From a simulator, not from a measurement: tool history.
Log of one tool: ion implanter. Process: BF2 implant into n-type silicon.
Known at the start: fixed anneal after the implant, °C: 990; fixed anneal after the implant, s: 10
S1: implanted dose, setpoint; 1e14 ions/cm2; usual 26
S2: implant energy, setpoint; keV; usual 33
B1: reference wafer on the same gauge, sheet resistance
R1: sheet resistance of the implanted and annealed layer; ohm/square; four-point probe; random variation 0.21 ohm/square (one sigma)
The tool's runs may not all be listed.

run     day     S1    S2      B1      R1
  1       0     26    33  123.94  139.75
  2   1.058     26    33  124.01  140.16
  3   2.092     26    33  123.99  140.51
  4   2.908     26    33  124.02  140.25
  5   3.854     26    33  123.98  140.49
  6   5.183     26    33  124.01  140.11
  7   6.092     26    33  123.95  140.38
  8   6.612   29.5    33  123.99  138.59
  9   7.358     26    39  123.97  127.14
 10   8.538     26    39  123.99  127.42
 11   9.338     26    33  123.95  139.81
 12    10.3     26    33  123.97  140.55
 13  10.896     26    33  123.99  140.11
 14  12.342     26  36.5  124.01  131.95
     13.108  -- Faraday cup replaced and dose calibrated
 15  13.129     26  36.5  123.99   132.2
     14.071  -- gauge calibrated
 16  14.125     26    33  123.96   140.6
 17  14.929     26    33  124.03  140.38
 18  15.562  22.84    41  123.97  124.83
     16.942  -- extraction supply calibrated
 19  16.962     26    33  124.01   140.3
 20   17.45     26    33  123.98  140.22
 21  18.067     26  42.5  124.02   120.7
 22  19.262     26    25  124.01  164.37
 23  20.562  19.92  23.5  123.99  175.05
 24  22.538  20.62    41  123.98  125.78
 25  23.433     26    33     124  140.45
 26  24.625     26    43  123.99  119.86
 27  25.683  28.99  41.5     124   121.4
 28  26.779  31.42    33  124.01  137.88
 29   27.55  21.97  21.5  123.95  182.36
 30  28.467  18.52    37  124.06  135.79
 31  29.867  31.86    26  124.06  157.51
 32  31.129  18.98    44  123.98  121.84
 33  31.846  23.62  21.5     124  180.79
 34  32.521     26    33  124.03   140.1
 35  33.075     26    33  124.03   140.4
 36  34.133  28.03    25  123.97   163.3
 37  35.075     26    36  124.03   133.6
 38   35.85  27.99    33     124  139.62

What the log doesn't show, run by run:
deviation of the true dose from the Faraday cup's reading, %: 0 in every run
deviation of the true energy from its setpoint, %: 0 in every run
gauge reads high (%): 0 in every run
